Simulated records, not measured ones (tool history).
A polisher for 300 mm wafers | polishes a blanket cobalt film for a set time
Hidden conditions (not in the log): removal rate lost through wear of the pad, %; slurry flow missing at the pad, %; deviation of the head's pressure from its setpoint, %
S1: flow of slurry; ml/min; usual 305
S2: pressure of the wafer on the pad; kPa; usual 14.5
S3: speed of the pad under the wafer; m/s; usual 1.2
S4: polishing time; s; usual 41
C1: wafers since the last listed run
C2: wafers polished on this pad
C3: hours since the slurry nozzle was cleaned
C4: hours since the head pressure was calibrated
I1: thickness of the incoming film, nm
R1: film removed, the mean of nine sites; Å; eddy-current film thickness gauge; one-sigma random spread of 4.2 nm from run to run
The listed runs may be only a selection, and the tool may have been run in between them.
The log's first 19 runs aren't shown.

| run | hour | S1 | S2 | S3 | S4 | C1 | C2 | C3 | C4 | I1 | R1 |
|---|---|---|---|---|---|---|---|---|---|---|---|
|  | 459.3 | worn pad replaced by a new one |
| 20 | 474.9 | 305 | 14.5 | 1.2 | 41 | 336 | 188 | 208.8 | 532 | 1272.7 | 2725 |
|  | 486.7 | slurry nozzle cleaned |
| 21 | 510 | 305 | 14.5 | 1.34 | 45 | 412 | 601 | 23.3 | 567.1 | 1270.8 | 3511 |
| 22 | 532.5 | 305 | 17.2 | 1.2 | 41 | 272 | 873 | 45.8 | 589.6 | 1280.9 | 3329 |
| 23 | 550.8 | 255 | 14.5 | 0.82 | 30 | 221 | 1094 | 64.1 | 607.9 | 1271.4 | 1374 |
| 24 | 574.9 | 215 | 14.5 | 1.52 | 36 | 291 | 1386 | 88.2 | 632 | 1273.3 | 2877 |
| 25 | 595.8 | 305 | 14.5 | 1.2 | 41 | 252 | 1639 | 109.1 | 652.9 | 1285.1 | 2681 |
|  | 630 | head pressure recalibrated |
|  | 642 | worn pad replaced by a new one |
| 26 | 670.4 | 305 | 14.5 | 1.2 | 41 | 830 | 344 | 183.7 | 40.4 | 1306 | 2738 |
|  | 685.3 | slurry nozzle cleaned |
| 27 | 691.5 | 215 | 14.5 | 1.52 | 36 | 243 | 587 | 6.2 | 61.5 | 1278.5 | 3193 |
| 28 | 716 | 305 | 14.5 | 1.2 | 41 | 296 | 883 | 30.7 | 86 | 1294.1 | 2853 |
| 29 | 728.2 | 355 | 10.3 | 1.2 | 41 | 147 | 1031 | 42.9 | 98.2 | 1300.6 | 2076 |
| 30 | 753.7 | 355 | 14.5 | 1.2 | 41 | 308 | 1339 | 68.4 | 123.7 | 1268.9 | 2811 |
| 31 | 780 | 305 | 14.5 | 1.2 | 31 | 318 | 1658 | 94.7 | 150 | 1286.2 | 2036 |
| 32 | 792.6 | 390 | 14.5 | 1.2 | 41 | 152 | 1810 | 107.3 | 162.6 | 1301.7 | 2707 |
| 33 | 822.2 | 305 | 14.5 | 1.2 | 41 | 358 | 2168 | 136.9 | 192.2 | 1279.9 | 2548 |
|  | 843 | worn pad replaced by a new one |
| 34 | 854.4 | 305 | 14.5 | 1.2 | 41 | 341 | 138 | 169.1 | 224.4 | 1293 | 2817 |
| 35 | 876.6 | 395 | 17.2 | 0.84 | 50 | 268 | 406 | 191.3 | 246.6 | 1272.2 | 2935 |
|  | 896.8 | slurry nozzle cleaned |
| 36 | 897.3 | 355 | 17.9 | 0.86 | 31 | 238 | 645 | 0.5 | 267.3 | 1255 | 1961 |
| 37 | 910 | 265 | 14.5 | 0.78 | 41 | 153 | 798 | 13.2 | 280 | 1268.6 | 1858 |
| 38 | 922.6 | 305 | 14.5 | 1.52 | 41 | 152 | 951 | 25.8 | 292.6 | 1283.2 | 3623 |

Here are 3 independent what-if runs from the current tool condition. What would each one return?
| A | 923 | 305 | 14.5 | 1.2 | 41 | 4 | 956 | 26.2 | 293 | 1282.5 | ? |
| B | 923 | 235 | 14.5 | 1.58 | 46 | 4 | 956 | 26.2 | 293 | 1282.5 | ? |
| C | 923 | 270 | 11.7 | 1.32 | 31 | 4 | 956 | 26.2 | 293 | 1282.5 | ? |

| run | R1 |
|---|---|
| A | 2882 |
| B | 4126 |
| C | 1914 |
With no hidden state in the tool, these same runs would have given:
| run | R1 |
|---|---|
| A | 2974 |
| B | 4266 |
| C | 1977 |

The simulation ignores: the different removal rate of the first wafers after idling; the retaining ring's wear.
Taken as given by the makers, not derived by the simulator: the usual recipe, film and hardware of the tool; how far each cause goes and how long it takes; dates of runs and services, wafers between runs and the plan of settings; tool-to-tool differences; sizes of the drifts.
